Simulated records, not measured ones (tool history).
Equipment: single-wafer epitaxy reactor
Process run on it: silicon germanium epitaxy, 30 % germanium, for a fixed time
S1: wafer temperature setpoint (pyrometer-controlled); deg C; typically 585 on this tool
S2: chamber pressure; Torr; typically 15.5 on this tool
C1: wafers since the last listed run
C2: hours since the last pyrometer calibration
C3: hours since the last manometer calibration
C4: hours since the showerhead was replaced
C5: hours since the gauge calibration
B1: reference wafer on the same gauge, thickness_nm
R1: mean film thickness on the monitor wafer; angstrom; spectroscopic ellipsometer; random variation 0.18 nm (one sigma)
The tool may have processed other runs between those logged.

run   hour   S1    S2    C1      C2      C3      C4     C5      B1      R1
  1      0  585    18     0  1075.8   682.9  4380.3  412.1  39.805  440.78
  2   30.8  585    18   878  1106.6   713.7  4411.1  442.9  39.796  440.76
  3   44.2  585    18   382    1120   727.1  4424.5  456.3  39.784  443.33
  4   67.9  585  18.1   676  1143.7   750.8  4448.2    480  39.817  443.31
  5   88.8  585  18.1   596  1164.6   771.7  4469.1  500.9  39.793  441.53
  6  116.6  585  18.1   793  1192.4   799.5  4496.9  528.7  39.807  445.28
  7  150.8  585  15.5   975  1226.6   833.7  4531.1  562.9  39.797  427.55
  8  173.5  585  15.5   647  1249.3   856.4  4553.8  585.6  39.807  424.17
  9  199.3  585  15.5   736  1275.1   882.2  4579.6  611.4  39.803  425.26
 10  226.5  585  13.3   776  1302.3   909.4  4606.8  638.6  39.747  408.81
     244.1  -- showerhead replaced
 11  247.1  585  13.3   359  1322.9     930       3  659.2  39.772  411.87
 12  282.6  585  15.5  1012  1358.4   965.5    38.5  694.7  39.792  424.72
       292  -- gauge calibrated
 13  301.9  585  15.5   550  1377.7   984.8    57.8    9.9  39.777  426.05
 14  323.2  585  15.5   607    1399  1006.1    79.1   31.2  39.788  428.19
     334.9  -- capacitance manometer re-zeroed and calibrated
 15  348.1  580  15.5   482  1423.9    13.2     104   56.1  39.846  396.23
 16  362.2  585  15.5   402    1438    27.3   118.1   70.2  39.837  428.47
     383.5  -- pyrometer calibrated
 17    384  585  15.5   393     0.5    49.1   139.9     92  39.774  435.23
 18  403.6  580  16.8   559    20.1    68.7   159.5  111.6   39.88  403.05
       419  -- capacitance manometer re-zeroed and calibrated, repeated, since the last time left the tool worse
 19  431.9  591  11.8   579    48.4    12.9   187.8  139.9  39.802   436.9
 20  452.3  585  15.5   582    68.8    33.3   208.2  160.3  39.865  420.45
 21  468.2  598    13   453    84.7    49.2   224.1  176.2  39.811  497.21
 22  480.4  592  17.2   348    96.9    61.4   236.3  188.4  39.808  482.33
 23  493.3  589  15.5   368   109.8    74.3   249.2  201.3  39.842  449.11
 24  519.7  599  18.8   753   136.2   100.7   275.6  227.7   39.81  562.23
 25  537.4  589  13.6   505   153.9   118.4   293.3  245.4  39.854  434.52
 26  561.6  571  15.5   690   178.1   142.6   317.5  269.6  39.846  331.19
 27  577.8  573  14.4   462   194.3   158.8   333.7  285.8  39.829  338.56
 28  592.2  599  18.8   410   208.7   173.2   348.1  300.2  39.765  560.94
 29  606.6  585  15.5   410   223.1   187.6   362.5  314.6  39.841  418.54
 30  619.4  575  15.5   365   235.9   200.4   375.3  327.4  39.799  357.13
 31  652.5  585  17.8   944     269   233.5   408.4  360.5  39.831  438.39
 32    683  585  15.5   870   299.5     264   438.9    391  39.826  422.79

Same runs, no hidden state in the tool, same run-to-run variation:
Hidden state at play: wafer temperature above the value expected at the setpoint (K); true pressure above the setpoint (%); gauge reads high (%).
run      R1
  1  437.82
  2  437.52
  3  439.94
  4  439.68
  5  437.71
  6  441.14
  7  423.21
  8  419.62
  9  420.42
 10  403.86
 11  406.65
 12  418.91
 13  419.99
 14  421.83
 15   385.9
 16  417.29
 17  423.86
 18  392.51
 19  436.73
 20  420.28
 21  497.01
 22  482.12
 23  448.89
 24  561.93
 25  434.26
 26  330.96
 27   338.3
 28  560.47
 29  418.15
 30  356.77
 31  437.86
 32  422.17
